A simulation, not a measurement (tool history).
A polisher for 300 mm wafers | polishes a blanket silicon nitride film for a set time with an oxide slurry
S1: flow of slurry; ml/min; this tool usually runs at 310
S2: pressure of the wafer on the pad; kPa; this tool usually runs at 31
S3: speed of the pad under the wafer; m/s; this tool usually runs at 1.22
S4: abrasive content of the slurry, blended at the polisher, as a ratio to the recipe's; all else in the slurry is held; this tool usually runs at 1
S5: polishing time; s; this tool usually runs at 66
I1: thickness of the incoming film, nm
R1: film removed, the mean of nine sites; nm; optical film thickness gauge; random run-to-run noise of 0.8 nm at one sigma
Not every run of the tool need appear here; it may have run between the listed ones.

run   hour   S1    S2    S3    S4  S5     I1    R1
  1      0  310  38.6  1.22     1  66    557  75.8
  2   14.2  310  38.6  1.22     1  66  552.2  76.7
  3   37.8  310    31  1.22     1  66  543.6  59.8
  4   64.7  310    31  1.22     1  66  542.4  56.9
      70.2  -- worn pad replaced by a new one
  5   84.3  310    31  1.22     1  66  545.5  63.1
     163.3  -- slurry blender recalibrated
  6  170.8  255    31  1.22     1  66    552  57.8
     190.2  -- worn pad replaced by a new one
     199.5  -- conditioning disc replaced and pad reconditioned
  7    200  310    31  1.22     1  66  551.1  55.2
  8  225.9  310    31  1.22     1  66  558.1  54.9
  9  248.1  310    31  1.22     1  66  554.1    54
 10    275  310    31  1.22     1  66    546  52.7
     285.2  -- worn pad replaced by a new one, repeated, since the last time left the tool worse
 11  290.2  310    31  0.96     1  66  545.3  52.2
 12  315.5  310  24.8  1.22     1  81  559.7  61.8
 13  350.3  270  35.9  1.22   1.1  54  552.8  60.1
     384.1  -- head pressure recalibrated
 14  385.4  310    31  1.22   0.7  74  540.6  55.6
 15  411.3  250    31  1.22  1.25  85  541.7  81.5
     417.6  -- worn pad replaced by a new one
     421.5  -- slurry blender recalibrated
 16    443  370    31  1.22  0.75  52  546.2  43.1
     447.7  -- slurry nozzle cleaned
 17  464.8  310    31  1.22     1  66  557.6  62.6
 18  492.2  310    40  1.22     1  46  548.1  54.9
 19  505.3  310  27.6  1.22     1  66  537.7  53.7
 20  534.8  310    31  1.22     1  66  547.9  56.3
     544.9  -- worn pad replaced by a new one
 21  553.6  380    31  1.46  1.25  49  551.6  60.5
 22  582.1  310    31  1.22     1  66  558.7  62.7

Forecast each of these 4 alternatives for the next run:
  A  582.5  310    31  1.22     1  66  553.9   ?
  B  582.5  310    31     1     1  66  553.9   ?
  C  582.5  310  37.9  1.22     1  66  553.9   ?
  D  582.5  310    31  1.44  0.85  79  553.9   ?

run    R1
  A  62.8
  B  53.6
  C  76.8
  D  79.1
What these runs would have given with no unlogged condition in the tool:
run    R1
  A  63.5
  B  54.2
  C  77.7
  D    80
